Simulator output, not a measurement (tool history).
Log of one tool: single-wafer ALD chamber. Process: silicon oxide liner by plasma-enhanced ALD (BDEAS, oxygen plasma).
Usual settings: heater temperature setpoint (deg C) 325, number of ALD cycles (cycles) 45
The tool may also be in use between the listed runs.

run    hour  heater temperature setpoint (deg C)  number of ALD cycles (cycles)  read-back reference wafer on the same gauge, thickness_nm  mean film thickness on the monitor wafer (nm)
  1       0                                  325                             45                                                      5.291                                          4.662
  2    67.7                                  325                             48                                                      5.291                                          4.955
  3   123.3                                  325                             48                                                      5.284                                          4.953
  4   186.4                                  325                             48                                                      5.278                                          4.937
  5   257.7                                  325                             45                                                      5.272                                          4.641
  6   321.7                                  325                             45                                                      5.269                                          4.649
  7   358.9                                  325                             45                                                      5.264                                          4.634
  8   429.1                                  325                             45                                                      5.268                                          4.635
  9   599.4                                  325                             45                                                      5.258                                          4.627
 10     627                                  325                             45                                                      5.256                                          4.645
        644  -- thermocouple changed; heater temperature recalibrated
 11   690.8                                  325                             45                                                      5.262                                           4.64
 12   729.4                                  325                             45                                                      5.261                                          4.631
 13   778.1                                  325                             45                                                      5.255                                          4.624
        793  -- gauge calibrated
 14   837.8                                  325                             45                                                      5.309                                           4.68
 15   867.3                                  334                             45                                                      5.308                                          4.627
 16   898.9                                  334                             45                                                      5.304                                          4.612
 17   956.3                                  337                             48                                                      5.294                                          4.893
 18   990.4                                  316                             38                                                      5.291                                          3.979
 19  1056.1                                  338                             50                                                      5.283                                          5.092
 20  1118.9                                  313                             53                                                      5.277                                          5.562
 21  1144.5                                  325                             38                                                       5.28                                          3.929
 22  1202.3                                  312                             53                                                      5.269                                          5.548
 23  1250.9                                  325                             45                                                       5.27                                          4.642
 24  1296.2                                  325                             45                                                      5.271                                          4.641
 25  1333.3                                  325                             45                                                      5.264                                          4.639
 26  1537.7                                  310                             37                                                      5.259                                          3.881
 27  1584.7                                  337                             39                                                      5.257                                          3.966
 28  1614.6                                  335                             37                                                      5.259                                          3.761
 29  1646.4                                  317                             54                                                      5.256                                          5.599
 30    1716                                  325                             45                                                      5.256                                          4.621
 31  1757.5                                  338                             45                                                      5.262                                          4.558
     1801.7  -- gauge calibrated
 32  1825.4                                  325                             45                                                      5.327                                          4.699

Forecast run 33:
 33  1856.7                                  325                             45                                                          ?                                              ?

Run 33 gave read-back reference wafer on the same gauge, thickness_nm 5.32, mean film thickness on the monitor wafer (nm) 4.675.
Without the tool's hidden state the same run would have given mean film thickness on the monitor wafer (nm) 4.676.
